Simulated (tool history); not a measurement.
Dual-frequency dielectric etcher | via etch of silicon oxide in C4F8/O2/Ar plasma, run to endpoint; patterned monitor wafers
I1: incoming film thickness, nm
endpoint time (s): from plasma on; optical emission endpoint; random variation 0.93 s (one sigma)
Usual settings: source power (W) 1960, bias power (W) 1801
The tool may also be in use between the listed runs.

Run 1, hour 0.0: usual settings; I1 1264.0. Result: endpoint time (s) 266.6.
Run 2, hour 63.2: usual settings; I1 1264.4. Result: endpoint time (s) 265.2.
Run 3, hour 98.3: usual settings; I1 1264.0. Result: endpoint time (s) 263.3.
Run 4, hour 129.5: usual settings; I1 1277.4. Result: endpoint time (s) 265.7.
Run 5, hour 196.3: usual settings; I1 1272.6. Result: endpoint time (s) 263.8.
Run 6, hour 264.6: usual settings; I1 1277.9. Result: endpoint time (s) 273.8.
Run 7, hour 304.8: usual settings but bias power (W) 1448; I1 1275.4. Result: endpoint time (s) 283.3.
Run 8, hour 331.2: usual settings but bias power (W) 1448; I1 1273.2. Result: endpoint time (s) 282.4.
Run 9, hour 372.8: usual settings; I1 1268.6. Result: endpoint time (s) 267.2.
Run 10, hour 433.2: usual settings; I1 1279.3. Result: endpoint time (s) 270.3.
Run 11, hour 502.8: usual settings; I1 1276.0. Result: endpoint time (s) 268.0.
Run 12, hour 544.6: usual settings; I1 1276.2. Result: endpoint time (s) 267.1.
Run 13, hour 603.9: usual settings; I1 1275.5. Result: endpoint time (s) 265.8.
Run 14, hour 664.7: usual settings but source power (W) 2100; I1 1286.9. Result: endpoint time (s) 258.0.
Run 15, hour 699.5: usual settings but source power (W) 1810; I1 1273.1. Result: endpoint time (s) 276.0.
Run 16, hour 745.3: usual settings but source power (W) 1760, bias power (W) 1487; I1 1264.1. Result: endpoint time (s) 295.3.
Run 17, hour 890.4: usual settings but source power (W) 2150, bias power (W) 1636; I1 1271.5. Result: endpoint time (s) 260.7.
Run 18, hour 958.4: usual settings; I1 1284.2. Result: endpoint time (s) 269.1.
Run 19, hour 1012.2: usual settings but source power (W) 1620, bias power (W) 1984; I1 1263.0. Result: endpoint time (s) 285.7.
Run 20, hour 1081.1: usual settings; I1 1266.9. Result: endpoint time (s) 263.7.
Run 21, hour 1154.2: usual settings but source power (W) 2310, bias power (W) 1606; I1 1272.4. Result: endpoint time (s) 256.9.
Run 22, hour 1190.8: usual settings; I1 1268.1. Result: endpoint time (s) 269.7.
Run 23, hour 1387.9: usual settings; I1 1265.2. Result: endpoint time (s) 266.2.
Run 24, hour 1418.3: usual settings but source power (W) 1580, bias power (W) 2080; I1 1273.6. Result: endpoint time (s) 290.3.
Run 25, hour 1471.8: usual settings but source power (W) 1720, bias power (W) 2231; I1 1281.0. Result: endpoint time (s) 272.4.
Run 26, hour 1513.1: usual settings but bias power (W) 1662; I1 1278.3. Result: endpoint time (s) 271.6.

Taken out of this log: 6 entries between the listed runs. Where each belongs, and how the hidden state differs across it:
Between runs 5 and 6: wet clean of the chamber (hour 259.4)
  etch rate over this chamber's usual, %: 2.55 -> 0.0966
  measured less the result without the state, endpoint time (s): -6.7 -> -0.2
Between runs 13 and 14: source power generator calibrated (hour 625.3)
  etch rate over this chamber's usual, %: 2.3 -> 2.7
  measured less the result without the state, endpoint time (s): -6.1 -> -7.0
Between runs 15 and 16: wet clean of the chamber (hour 726.2)
  etch rate over this chamber's usual, %: 2.92 -> 0.353
  measured less the result without the state, endpoint time (s): -8.0 -> -1.0
Between runs 16 and 17: upper electrode replaced (hour 783.9)
  etch rate over this chamber's usual, %: 0.353 -> 1.3
  measured less the result without the state, endpoint time (s): -1.0 -> -3.4
Between runs 18 and 19: bias power generator calibrated (hour 1011.7)
  etch rate over this chamber's usual, %: 1.74 -> 2.09
  measured less the result without the state, endpoint time (s): -4.7 -> -5.9
Between runs 20 and 21: wet clean of the chamber (hour 1153.7)
  etch rate over this chamber's usual, %: 2.54 -> -0.289
  measured less the result without the state, endpoint time (s): -6.7 -> +0.7
